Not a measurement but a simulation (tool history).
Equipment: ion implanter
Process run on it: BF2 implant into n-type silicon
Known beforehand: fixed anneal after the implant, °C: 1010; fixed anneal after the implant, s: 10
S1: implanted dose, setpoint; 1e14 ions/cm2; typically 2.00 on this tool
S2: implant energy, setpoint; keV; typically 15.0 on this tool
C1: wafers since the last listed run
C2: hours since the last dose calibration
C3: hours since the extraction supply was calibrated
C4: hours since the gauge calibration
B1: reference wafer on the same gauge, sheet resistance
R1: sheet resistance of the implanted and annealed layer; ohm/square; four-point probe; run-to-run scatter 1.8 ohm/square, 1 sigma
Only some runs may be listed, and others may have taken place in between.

run 1 hour=0.0 | S1=2.00 S2=15.0 | C1=0 C2=1063.6 C3=3257.5 C4=400.3 | B1=570.91 | R1=587.37
run 2 hour=25.6 | S1=2.00 S2=15.0 | C1=992 C2=1089.2 C3=3283.1 C4=425.9 | B1=571.27 | R1=585.08
run 3 hour=45.4 | S1=2.46 S2=16.5 | C1=767 C2=1109.0 C3=3302.9 C4=445.7 | B1=571.82 | R1=487.01
run 4 hour=70.5 | S1=2.46 S2=16.5 | C1=972 C2=1134.1 C3=3328.0 C4=470.8 | B1=571.88 | R1=485.23
run 5 hour=146.8 | S1=2.35 S2=15.0 | C1=2957 C2=1210.4 C3=3404.3 C4=547.1 | B1=572.74 | R1=513.80
run 6 hour=160.4 | S1=2.35 S2=15.0 | C1=527 C2=1224.0 C3=3417.9 C4=560.7 | B1=572.80 | R1=513.38
run 7 hour=183.1 | S1=2.35 S2=15.0 | C1=879 C2=1246.7 C3=3440.6 C4=583.4 | B1=573.21 | R1=514.07
run 8 hour=216.2 | S1=2.00 S2=15.0 | C1=1282 C2=1279.8 C3=3473.7 C4=616.5 | B1=573.32 | R1=588.44
run 9 hour=250.2 | S1=2.00 S2=15.0 | C1=1317 C2=1313.8 C3=3507.7 C4=650.5 | B1=573.74 | R1=589.55
run 10 hour=270.5 | S1=2.00 S2=15.0 | C1=786 C2=1334.1 C3=3528.0 C4=670.8 | B1=573.84 | R1=589.68
run 11 hour=302.1 | S1=2.00 S2=15.0 | C1=1224 C2=1365.7 C3=3559.6 C4=702.4 | B1=573.88 | R1=589.62
run 12 hour=321.2 | S1=2.00 S2=15.0 | C1=740 C2=1384.8 C3=3578.7 C4=721.5 | B1=574.42 | R1=589.56
-- hour=343.5 Faraday cup replaced and dose calibrated
run 13 hour=344.0 | S1=2.00 S2=15.0 | C1=573 C2=0.5 C3=3601.5 C4=744.3 | B1=574.74 | R1=587.88
-- hour=354.8 gauge calibrated
run 14 hour=357.5 | S1=1.55 S2=13.5 | C1=523 C2=14.0 C3=3615.0 C4=2.7 | B1=567.26 | R1=737.33
-- hour=379.8 extraction supply calibrated
run 15 hour=380.3 | S1=2.34 S2=12.0 | C1=573 C2=36.8 C3=0.5 C4=25.5 | B1=567.50 | R1=526.29
run 16 hour=403.0 | S1=2.00 S2=15.0 | C1=879 C2=59.5 C3=23.2 C4=48.2 | B1=567.39 | R1=583.26
run 17 hour=437.8 | S1=2.21 S2=15.0 | C1=1348 C2=94.3 C3=58.0 C4=83.0 | B1=568.14 | R1=535.13
run 18 hour=466.7 | S1=2.00 S2=15.0 | C1=1120 C2=123.2 C3=86.9 C4=111.9 | B1=568.05 | R1=582.03
run 19 hour=487.3 | S1=1.51 S2=13.5 | C1=798 C2=143.8 C3=107.5 C4=132.5 | B1=568.49 | R1=759.33
run 20 hour=504.9 | S1=1.62 S2=20.0 | C1=682 C2=161.4 C3=125.1 C4=150.1 | B1=568.89 | R1=679.21
run 21 hour=525.3 | S1=2.35 S2=15.0 | C1=790 C2=181.8 C3=145.5 C4=170.5 | B1=569.13 | R1=507.25
run 22 hour=555.1 | S1=1.56 S2=15.0 | C1=1155 C2=211.6 C3=175.3 C4=200.3 | B1=569.14 | R1=722.62
run 23 hour=588.5 | S1=2.00 S2=15.0 | C1=1294 C2=245.0 C3=208.7 C4=233.7 | B1=569.82 | R1=580.54
run 24 hour=621.3 | S1=2.00 S2=15.0 | C1=1271 C2=277.8 C3=241.5 C4=266.5 | B1=569.37 | R1=584.55
run 25 hour=656.0 | S1=2.30 S2=13.0 | C1=1344 C2=312.5 C3=276.2 C4=301.2 | B1=570.46 | R1=531.93
run 26 hour=676.9 | S1=2.25 S2=15.0 | C1=810 C2=333.4 C3=297.1 C4=322.1 | B1=570.37 | R1=531.61

Here are 3 independent what-if runs from the current tool condition. What would each one return?
run A hour=677.3 | S1=2.00 S2=18.0 | C1=15 C2=333.8 C3=297.5 C4=322.5 | B1=? | R1=?
run B hour=677.3 | S1=2.44 S2=15.0 | C1=15 C2=333.8 C3=297.5 C4=322.5 | B1=? | R1=?
run C hour=677.3 | S1=2.56 S2=12.5 | C1=15 C2=333.8 C3=297.5 C4=322.5 | B1=? | R1=?

run=A B1=570.66 R1=575.94
run=B B1=570.66 R1=496.95
run=C B1=570.66 R1=492.78
With the hidden condition removed and each run's random variation left untouched, the same runs would have given:
run=A R1=572.51
run=B R1=494.00
run=C R1=489.85
